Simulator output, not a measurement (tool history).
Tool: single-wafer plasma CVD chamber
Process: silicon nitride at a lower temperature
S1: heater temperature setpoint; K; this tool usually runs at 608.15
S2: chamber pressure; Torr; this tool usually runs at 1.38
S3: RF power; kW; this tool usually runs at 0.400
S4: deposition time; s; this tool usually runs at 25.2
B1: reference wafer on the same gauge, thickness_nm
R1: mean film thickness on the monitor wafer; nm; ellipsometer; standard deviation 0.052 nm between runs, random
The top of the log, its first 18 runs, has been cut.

run	hour	S1	S2	S3	S4	B1	R1
19	235.0	608.15	1.38	0.400	27.4	40.575	37.331
20	243.2	603.15	1.62	0.400	21.0	40.592	29.578
21	259.7	615.15	1.38	0.455	25.2	40.601	37.623
22	275.7	608.15	1.38	0.400	25.2	40.588	34.398
23	290.2	608.15	1.38	0.455	29.3	40.601	43.789
24	305.5	621.15	1.20	0.400	30.0	40.610	39.468
25	318.5	608.15	1.25	0.330	25.2	40.587	28.688
26	335.9	608.15	1.38	0.350	25.2	40.588	30.829
27	353.3	608.15	1.26	0.400	25.2	40.595	33.584
28	366.5	608.15	1.64	0.400	25.2	40.592	35.546

For run 29, what comes out?
29	372.7	608.15	1.38	0.355	29.9	?	?

{"run 29": {"B1": 40.603, "R1": 36.936}}
With the hidden condition absent and the run-to-run variation left alone, this run would have shown R1 37.117 nm.
